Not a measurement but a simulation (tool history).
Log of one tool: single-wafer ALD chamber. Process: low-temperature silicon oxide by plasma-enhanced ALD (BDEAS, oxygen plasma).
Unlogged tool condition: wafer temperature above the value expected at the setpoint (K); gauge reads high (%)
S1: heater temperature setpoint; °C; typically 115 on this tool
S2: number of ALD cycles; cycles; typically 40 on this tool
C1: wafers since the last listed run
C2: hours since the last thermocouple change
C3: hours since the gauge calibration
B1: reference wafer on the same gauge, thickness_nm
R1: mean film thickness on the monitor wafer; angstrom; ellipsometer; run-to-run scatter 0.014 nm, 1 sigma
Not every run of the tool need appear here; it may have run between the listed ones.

run,day,S1,S2,C1,C2,C3,B1,R1
1,0.000,115,40,0,2058.1,1118.4,6.515,56.02
2,4.904,115,40,869,2175.8,1236.1,6.512,55.71
3,7.196,115,42,406,2230.8,1291.1,6.507,58.65
4,9.762,115,40,454,2292.4,1352.7,6.501,55.70
5,10.917,115,40,204,2320.1,1380.4,6.500,55.77
6,12.050,115,40,200,2347.3,1407.6,6.496,55.75
7,14.583,115,40,448,2408.1,1468.4,6.492,55.64
8,16.867,110,36,404,2462.9,1523.2,6.490,50.28
9,19.758,110,36,512,2532.3,1592.6,6.481,50.52
10,21.738,109,40,350,2579.8,1640.1,6.475,56.09
# day 24.167: thermocouple changed; heater temperature recalibrated
11,24.692,115,40,464,12.6,1711.0,6.471,55.57
12,27.262,115,40,455,74.3,1772.7,6.470,55.53
13,29.412,115,40,381,125.9,1824.3,6.460,55.79
14,30.762,120,40,239,158.3,1856.7,6.459,55.03
# day 31.175: gauge calibrated
15,32.729,115,40,348,205.5,37.3,6.533,56.07
16,33.812,115,40,191,231.5,63.3,6.536,56.20
17,37.938,115,37,731,330.5,162.3,6.533,51.76
18,40.538,128,45,460,392.9,224.7,6.531,61.67
19,43.467,115,40,519,463.2,295.0,6.534,56.16
20,45.854,115,44,423,520.5,352.3,6.531,61.61
21,47.283,115,35,253,554.8,386.6,6.528,48.93
22,49.292,110,42,355,603.0,434.8,6.531,59.45
23,52.200,121,46,515,672.8,504.6,6.530,63.92
24,54.867,107,44,472,736.8,568.6,6.527,62.46
25,55.925,119,34,187,762.2,594.0,6.526,47.18
26,57.300,115,46,243,795.2,627.0,6.524,63.98
27,59.696,120,35,424,852.7,684.5,6.521,48.36
28,61.196,115,40,265,888.7,720.5,6.520,56.16
29,62.288,125,40,193,914.9,746.7,6.517,55.12
30,65.125,127,34,502,983.0,814.8,6.514,46.68
31,66.338,103,40,214,1012.1,843.9,6.518,57.00

Predict each of these 4 candidate next runs independently; none follows another, all start after run 31:
A,66.358,115,40,3,1012.6,844.4,?,?
B,66.358,108,36,3,1012.6,844.4,?,?
C,66.358,125,36,3,1012.6,844.4,?,?
D,66.358,123,37,3,1012.6,844.4,?,?

run,B1,R1
A,6.519,55.79
B,6.519,50.80
C,6.519,49.38
D,6.519,50.92
With no hidden state in the tool, these same runs would have given:
run,R1
A,55.99
B,50.98
C,49.56
D,51.10
